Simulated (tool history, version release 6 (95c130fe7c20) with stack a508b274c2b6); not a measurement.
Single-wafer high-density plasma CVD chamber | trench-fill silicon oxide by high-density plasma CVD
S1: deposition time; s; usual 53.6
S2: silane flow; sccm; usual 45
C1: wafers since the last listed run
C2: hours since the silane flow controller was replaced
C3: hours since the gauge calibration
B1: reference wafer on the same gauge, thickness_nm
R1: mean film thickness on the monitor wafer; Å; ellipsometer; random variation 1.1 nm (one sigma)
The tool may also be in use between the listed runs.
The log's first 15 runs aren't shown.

| run | hour | S1 | S2 | C1 | C2 | C3 | B1 | R1 |
|---|---|---|---|---|---|---|---|---|
| 16 | 852.9 | 53.6 | 45 | 327 | 185.3 | 1361.1 | 211.292 | 2268.49 |
| 17 | 877.7 | 53.6 | 47 | 287 | 210.1 | 1385.9 | 211.149 | 2387.27 |
| 18 | 949.1 | 50.7 | 50 | 828 | 281.5 | 1457.3 | 211.079 | 2400.24 |
| 19 | 988.1 | 59.0 | 43 | 452 | 320.5 | 1496.3 | 210.897 | 2386.03 |
| 20 | 1048.9 | 56.7 | 45 | 705 | 381.3 | 1557.1 | 210.928 | 2401.83 |
| 21 | 1120.5 | 53.6 | 41 | 830 | 452.9 | 1628.7 | 210.897 | 2057.38 |
| 22 | 1172.6 | 47.8 | 40 | 604 | 505.0 | 1680.8 | 210.775 | 1787.78 |
|  | 1178.8 | gauge calibrated |
| 23 | 1199.8 | 46.1 | 47 | 315 | 532.2 | 21.0 | 217.749 | 2101.31 |

Run 24 comes next. What will it give?
| 24 | 1268.7 | 49.1 | 50 | 799 | 601.1 | 89.9 | ? | ? |

{"run 24": {"B1": 217.102, "R1": 2390.95}}
Without the tool's hidden state the same run would have given R1 2399.43 Å.
